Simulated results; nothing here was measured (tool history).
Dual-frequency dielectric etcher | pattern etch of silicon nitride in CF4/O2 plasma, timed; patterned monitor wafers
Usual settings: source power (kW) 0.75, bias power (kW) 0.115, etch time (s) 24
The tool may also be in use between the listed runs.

run,hour,source power (kW),bias power (kW),etch time (s),wafers since the last listed run,hours since the last wet clean,hours since the last source power generator calibration,hours since the last bias power generator calibration,hours since the last upper electrode change,hours since the gauge calibration,"read-back reference wafer on the same gauge, depth_nm",mean etch depth across the wafer (nm)
1,0,0.9,0.115,24,0,146.8,2559.7,4447.2,3381.7,634.7,58,72.4
2,70.9,0.9,0.115,24,943,217.7,2630.6,4518.1,3452.6,705.6,58,72.8
3,113.7,0.75,0.115,24,569,260.5,2673.4,4560.9,3495.4,748.4,58,59.7
4,166.7,0.75,0.115,24,705,313.5,2726.4,4613.9,3548.4,801.4,57.9,60.1
5,199.2,0.75,0.115,24,432,346,2758.9,4646.4,3580.9,833.9,58,60.3
# hour 236.8: wet clean of the chamber
6,390.9,0.75,0.115,24,2230,154.1,2950.6,4838.1,3772.6,1025.6,57.9,59.6
7,414.9,0.75,0.115,24,319,178.1,2974.6,4862.1,3796.6,1049.6,57.9,60
# hour 590.2: wet clean of the chamber
8,619.2,0.75,0.115,24,2398,29,3178.9,5066.4,4000.9,1253.9,58,60
# hour 629.1: bias power generator calibrated
9,652.5,0.75,0.115,24,389,62.3,3212.2,23.4,4034.2,1287.2,57.9,60.3
10,688.7,0.75,0.115,24,481,98.5,3248.4,59.6,4070.4,1323.4,57.9,60.3
11,746.7,0.81,0.115,26.5,771,156.5,3306.4,117.6,4128.4,1381.4,58,72.7
# hour 773.4: upper electrode replaced
12,794,0.75,0.115,24,309,203.8,3353.7,164.9,20.6,1428.7,57.9,60.2
13,852.7,0.75,0.115,24,780,262.5,3412.4,223.6,79.3,1487.4,58.1,60.9
# hour 871.2: source power generator calibrated
14,880.1,0.61,0.125,21.5,311,289.9,8.9,251,106.7,1514.8,57.9,42.4
# hour 895.4: gauge calibrated
15,913,0.75,0.126,26.5,437,322.8,41.8,283.9,139.6,17.6,57.9,66.6
# hour 952.1: wet clean of the chamber
16,968.9,0.81,0.098,24,424,16.8,97.7,339.8,195.5,73.5,57.9,60
17,996.1,0.81,0.115,26.5,361,44,124.9,367,222.7,100.7,58,69.4
18,1056.8,0.83,0.115,22,807,104.7,185.6,427.7,283.4,161.4,57.9,59.2
19,1084.7,0.75,0.115,27.5,371,132.6,213.5,455.6,311.3,189.3,57.8,66.1
20,1149.8,0.89,0.115,22,865,197.7,278.6,520.7,376.4,254.4,58,63.6
21,1188.3,0.75,0.104,24,512,236.2,317.1,559.2,414.9,292.9,58.1,57.4
22,1220.8,0.67,0.115,19.5,432,268.7,349.6,591.7,447.4,325.4,57.8,42.1
23,1290.1,0.75,0.115,24,921,338,418.9,661,516.7,394.7,57.8,59.2
24,1323.5,0.93,0.115,28.5,444,371.4,452.3,694.4,550.1,428.1,57.9,88.4
25,1353.6,0.63,0.115,21,400,401.5,482.4,724.5,580.2,458.2,57.8,43
# hour 1390.1: wet clean of the chamber
26,1415.4,0.57,0.115,18,502,25.3,544.2,786.3,642,520,57.9,32.4
27,1445,0.75,0.115,24,393,54.9,573.8,815.9,671.6,549.6,58,58.2
28,1509.4,0.8,0.095,20.5,856,119.3,638.2,880.3,736,614,57.9,50.2
29,1543.3,0.92,0.115,29.5,450,153.2,672.1,914.2,769.9,647.9,58,88.7

Forecast each of these 5 alternatives for the next run:
A,1543.7,0.75,0.115,24,5,153.6,672.5,914.6,770.3,648.3,?,?
B,1543.7,0.64,0.089,22,5,153.6,672.5,914.6,770.3,648.3,?,?
C,1543.7,0.89,0.142,24,5,153.6,672.5,914.6,770.3,648.3,?,?
D,1543.7,0.93,0.138,27.5,5,153.6,672.5,914.6,770.3,648.3,?,?
E,1543.7,0.75,0.102,30,5,153.6,672.5,914.6,770.3,648.3,?,?

run,"read-back reference wafer on the same gauge, depth_nm",mean etch depth across the wafer (nm)
A,57.8,58.6
B,57.8,42.3
C,57.8,74.4
D,57.8,88.4
E,57.8,70.9
Without the tool's hidden state the same runs would have given:
run,mean etch depth across the wafer (nm)
A,57.1
B,41.2
C,72.5
D,86.2
E,69.1

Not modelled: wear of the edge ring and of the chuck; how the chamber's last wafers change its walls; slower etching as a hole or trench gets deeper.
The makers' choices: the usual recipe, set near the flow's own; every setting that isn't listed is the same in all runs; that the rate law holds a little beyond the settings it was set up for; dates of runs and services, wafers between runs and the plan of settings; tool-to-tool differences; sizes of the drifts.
